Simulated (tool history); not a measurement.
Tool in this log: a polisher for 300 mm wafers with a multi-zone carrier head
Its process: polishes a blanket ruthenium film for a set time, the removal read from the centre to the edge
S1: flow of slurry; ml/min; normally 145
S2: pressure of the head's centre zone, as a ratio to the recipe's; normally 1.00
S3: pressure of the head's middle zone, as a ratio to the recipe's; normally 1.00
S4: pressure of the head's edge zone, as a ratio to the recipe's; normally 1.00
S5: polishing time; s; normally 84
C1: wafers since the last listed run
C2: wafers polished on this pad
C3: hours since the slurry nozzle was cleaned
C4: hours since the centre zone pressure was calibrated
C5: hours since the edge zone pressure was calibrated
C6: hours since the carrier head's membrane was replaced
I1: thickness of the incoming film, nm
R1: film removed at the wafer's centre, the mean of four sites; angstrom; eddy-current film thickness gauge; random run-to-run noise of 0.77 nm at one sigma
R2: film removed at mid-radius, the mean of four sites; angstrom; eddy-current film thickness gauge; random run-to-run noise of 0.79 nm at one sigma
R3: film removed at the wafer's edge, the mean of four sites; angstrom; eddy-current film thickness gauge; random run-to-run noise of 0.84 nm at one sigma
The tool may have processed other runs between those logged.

run	hour	S1	S2	S3	S4	S5	C1	C2	C3	C4	C5	C6	I1	R1	R2	R3
1	0.0	145	1.00	1.00	1.00	104	0	985	43.4	456.9	500.4	60.2	626.5	1254	1227	1186
2	56.4	145	1.00	1.00	1.00	84	508	1493	99.8	513.3	556.8	116.6	639.3	1032	981	962
# hour 83.7: centre zone pressure recalibrated
3	140.9	145	1.00	1.00	1.00	84	744	2238	184.3	57.2	641.3	201.1	618.0	869	988	967
# hour 155.3: worn pad replaced by a new one
# hour 229.8: slurry nozzle cleaned
# hour 236.9: edge zone pressure recalibrated
4	237.4	145	1.00	1.00	1.00	84	807	714	7.6	153.7	0.5	297.6	620.8	872	998	959
5	252.5	145	1.00	1.00	1.08	84	136	850	22.7	168.8	15.6	312.7	625.2	878	984	990
# hour 271.1: centre zone pressure recalibrated, repeated, since the last time left the tool worse
6	271.6	145	1.00	1.00	1.11	84	154	1004	41.8	0.5	34.7	331.8	631.3	977	991	1025
7	282.7	145	1.00	0.92	1.05	61	100	1104	52.9	11.6	45.8	342.9	641.5	709	675	723
8	301.0	145	1.00	1.00	1.00	84	165	1270	71.2	29.9	64.1	361.2	622.2	973	980	968
9	321.3	145	1.00	0.93	1.00	84	183	1453	91.5	50.2	84.4	381.5	628.9	987	929	965
10	345.3	145	1.00	1.00	1.00	84	216	1669	115.5	74.2	108.4	405.5	628.6	976	973	956
# hour 376.0: worn pad replaced by a new one
11	381.0	190	0.93	1.00	0.95	84	286	45	151.2	109.9	144.1	441.2	637.2	939	1018	949
12	403.9	170	1.00	1.00	0.91	84	206	252	174.1	132.8	167.0	464.1	639.5	995	998	935
13	421.0	110	1.09	1.06	1.00	93	154	406	191.2	149.9	184.1	481.2	617.2	1152	1117	1057
14	451.1	145	1.00	1.00	1.00	84	271	678	221.3	180.0	214.2	511.3	637.8	982	992	977
15	470.3	145	1.10	1.00	0.90	84	173	851	240.5	199.2	233.4	530.5	639.6	1086	981	918
16	502.0	145	1.00	1.00	1.00	84	286	1137	272.2	230.9	265.1	562.2	627.3	990	984	963
# hour 509.7: slurry nozzle cleaned
17	516.4	145	1.04	1.00	1.00	84	120	1258	6.7	245.3	279.5	576.6	620.5	1024	986	966
18	550.3	145	1.00	1.00	1.00	84	305	1564	40.6	279.2	313.4	610.5	629.1	997	990	963
19	577.7	125	0.90	1.09	1.00	72	247	1811	68.0	306.6	340.8	637.9	630.8	752	883	814
20	597.9	145	1.00	0.95	1.00	65	182	1993	88.2	326.8	361.0	658.1	626.2	775	728	746
# hour 623.6: worn pad replaced by a new one
21	624.1	110	1.06	1.00	1.07	72	200	4	114.4	353.0	387.2	684.3	626.1	887	824	826
22	644.3	145	1.00	1.10	0.96	84	182	186	134.6	373.2	407.4	704.5	628.6	1003	1061	933
23	670.1	180	1.00	1.00	1.00	84	232	419	160.4	399.0	433.2	730.3	624.1	1032	1004	975

3 ways to go on from here, each from the tool as it stands after run 23. What would each give?
A	670.6	145	1.00	1.00	1.00	84	4	424	160.9	399.5	433.7	730.8	625.7	?	?	?
B	670.6	145	1.09	1.00	1.10	84	4	424	160.9	399.5	433.7	730.8	625.7	?	?	?
C	670.6	145	1.00	0.92	1.00	97	4	424	160.9	399.5	433.7	730.8	625.7	?	?	?

run	R1	R2	R3
A	1009	988	962
B	1100	988	1008
C	1164	1064	1112
Without the tool's hidden state the same runs would have given:
run	R1	R2	R3
A	977	988	962
B	1065	988	1008
C	1127	1064	1112
